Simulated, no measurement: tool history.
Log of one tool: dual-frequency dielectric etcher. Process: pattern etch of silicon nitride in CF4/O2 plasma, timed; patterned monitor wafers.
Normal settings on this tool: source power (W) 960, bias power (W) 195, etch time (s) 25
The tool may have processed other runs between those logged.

run,day,source power (W),bias power (W),etch time (s),wafers since the last listed run,hours since the last wet clean,hours since the last source power generator calibration,hours since the last bias power generator calibration,hours since the last upper electrode change,hours since the gauge calibration,"read-back reference wafer on the same gauge, depth_nm",mean etch depth across the wafer (Å)
1,0,960,214,25,0,35.2,3646.8,1542.5,14.8,605.3,81.5,912
2,0.75,960,195,23,254,53.2,3664.8,1560.5,32.8,623.3,81.4,819
# day 0.925: gauge calibrated
3,1.358,1110,195,25,206,67.8,3679.4,1575.1,47.4,10.4,81.6,976
4,1.667,1110,195,25,104,75.2,3686.8,1582.5,54.8,17.8,81.5,980
5,2.354,1110,195,25,233,91.7,3703.3,1599,71.3,34.3,81.4,976
# day 2.583: source power generator calibrated
6,2.671,730,214,28.5,50,99.3,2.1,1606.6,78.9,41.9,81.4,869
7,2.967,960,195,25,100,106.4,9.2,1613.7,86,49,81.7,893
8,3.338,1080,209,30,125,115.3,18.1,1622.6,94.9,57.9,81.5,1188
# day 4.012: bias power generator calibrated
9,4.033,960,195,25,179,132,34.8,0.5,111.6,74.6,81.3,884
10,4.508,1070,195,25,161,143.4,46.2,11.9,123,86,81.3,966
11,5.204,790,147,28,236,160.1,62.9,28.6,139.7,102.7,81.5,779
12,6.508,960,225,25,443,191.4,94.2,59.9,171,134,81.3,940
13,6.762,1110,195,25,86,197.5,100.3,66,177.1,140.1,81.4,986
14,7.471,1180,155,30,240,214.5,117.3,83,194.1,157.1,81.3,1123
15,8.008,960,195,25,182,227.4,130.2,95.9,207,170,81.4,886
16,8.562,1060,195,20,188,240.7,143.5,109.2,220.3,183.3,81.3,761
17,9.3,860,195,25,250,258.4,161.2,126.9,238,201,81.3,834
18,9.679,960,164,23,128,267.5,170.3,136,247.1,210.1,81.4,763
19,10.383,830,172,25,239,284.4,187.2,152.9,264,227,81.5,768
20,12.079,960,195,25,576,325.1,227.9,193.6,304.7,267.7,81.6,899
21,13.867,960,195,25,607,368,270.8,236.5,347.6,310.6,81.4,903
22,14.188,1150,195,25,108,375.7,278.5,244.2,355.3,318.3,81.4,1026
23,14.688,1140,210,21,169,387.7,290.5,256.2,367.3,330.3,81.5,883
24,15.008,960,211,23,108,395.4,298.2,263.9,375,338,81.4,864
25,15.471,960,211,23,157,406.5,309.3,275,386.1,349.1,81.5,858
26,15.867,960,195,25,134,416,318.8,284.5,395.6,358.6,81.4,896
27,16.279,790,195,25,140,425.9,328.7,294.4,405.5,368.5,81.5,797
28,16.592,1030,195,20.5,106,433.4,336.2,301.9,413,376,81.4,777
29,16.883,1130,235,29.5,99,440.4,343.2,308.9,420,383,81.3,1288

Run 30, settings as shown, results not yet in. Your forecast:
30,17.35,770,158,25,158,451.6,354.4,320.1,431.2,394.2,?,?

read-back reference wafer on the same gauge, depth_nm: 81.5
mean etch depth across the wafer (Å): 714
The same run, on a tool lacking any hidden state, would have yielded mean etch depth across the wafer (Å) 695.
